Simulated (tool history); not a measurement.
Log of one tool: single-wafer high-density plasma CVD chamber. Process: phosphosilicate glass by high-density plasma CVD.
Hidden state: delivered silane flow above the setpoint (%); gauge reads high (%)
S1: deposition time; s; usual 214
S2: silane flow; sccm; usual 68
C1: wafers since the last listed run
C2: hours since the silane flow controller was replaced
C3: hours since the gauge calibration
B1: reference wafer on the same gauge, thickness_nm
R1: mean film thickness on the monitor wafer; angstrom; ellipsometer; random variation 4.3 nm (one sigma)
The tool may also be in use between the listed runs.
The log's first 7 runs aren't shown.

| run | hour | S1 | S2 | C1 | C2 | C3 | B1 | R1 |
|---|---|---|---|---|---|---|---|---|
| 8 | 395.3 | 214 | 68 | 633 | 2851.8 | 491.4 | 1571.077 | 14141.81 |
| 9 | 448.1 | 214 | 68 | 516 | 2904.6 | 544.2 | 1568.004 | 14217.74 |
| 10 | 500.7 | 214 | 68 | 514 | 2957.2 | 596.8 | 1571.607 | 14124.37 |
| 11 | 525.5 | 214 | 68 | 242 | 2982 | 621.6 | 1569.843 | 14296.24 |
| 12 | 555.7 | 229 | 68 | 295 | 3012.2 | 651.8 | 1569.812 | 15237.56 |
| 13 | 586.4 | 229 | 68 | 300 | 3042.9 | 682.5 | 1568.266 | 15196.17 |
| 14 | 626.5 | 214 | 68 | 391 | 3083 | 722.6 | 1569.782 | 14184.08 |
| 15 | 664.3 | 214 | 68 | 369 | 3120.8 | 760.4 | 1571.632 | 14280.55 |
| 16 | 709.2 | 214 | 68 | 438 | 3165.7 | 805.3 | 1571.071 | 14205.04 |
| 17 | 750 | 214 | 68 | 398 | 3206.5 | 846.1 | 1571.904 | 14237.68 |
| 18 | 781.6 | 214 | 68 | 308 | 3238.1 | 877.7 | 1570.755 | 14169.64 |
| 19 | 821.8 | 193 | 81 | 392 | 3278.3 | 917.9 | 1568.747 | 15259.53 |
| 20 | 851.7 | 214 | 68 | 292 | 3308.2 | 947.8 | 1569.417 | 14228.52 |
| 21 | 918.7 | 202 | 76 | 654 | 3375.2 | 1014.8 | 1570.495 | 15006.25 |
| 22 | 965.2 | 250 | 58 | 454 | 3421.7 | 1061.3 | 1571.786 | 14145.67 |
| 23 | 1029 | 249 | 78 | 623 | 3485.5 | 1125.1 | 1569.037 | 18991.88 |
| 24 | 1100.7 | 214 | 77 | 700 | 3557.2 | 1196.8 | 1570.708 | 16175.98 |
| 25 | 1126.5 | 214 | 68 | 252 | 3583 | 1222.6 | 1570.246 | 14295.99 |
| 26 | 1160.3 | 173 | 77 | 330 | 3616.8 | 1256.4 | 1569.239 | 13074.39 |
| 27 | 1205.6 | 255 | 76 | 442 | 3662.1 | 1301.7 | 1570.204 | 18989.21 |
|  | 1229.1 | gauge calibrated |
| 28 | 1262.2 | 214 | 68 | 553 | 3718.7 | 33.1 | 1568.719 | 14346.67 |
|  | 1285.4 | silane flow controller replaced |
| 29 | 1287.3 | 187 | 68 | 167 | 1.9 | 58.2 | 1569.138 | 11976.79 |
| 30 | 1321.4 | 214 | 68 | 333 | 36 | 92.3 | 1569.593 | 13673.77 |
| 31 | 1385.6 | 253 | 80 | 627 | 100.2 | 156.5 | 1569.876 | 19162.5 |
| 32 | 1439.2 | 214 | 68 | 523 | 153.8 | 210.1 | 1569.504 | 13700.13 |

Forecast run 33:
| 33 | 1481 | 214 | 63 | 408 | 195.6 | 251.9 | ? | ? |

B1: 1569.744
R1: 12711.1 angstrom
Without the tool's hidden state the same run would have given R1 12727.2 angstrom.

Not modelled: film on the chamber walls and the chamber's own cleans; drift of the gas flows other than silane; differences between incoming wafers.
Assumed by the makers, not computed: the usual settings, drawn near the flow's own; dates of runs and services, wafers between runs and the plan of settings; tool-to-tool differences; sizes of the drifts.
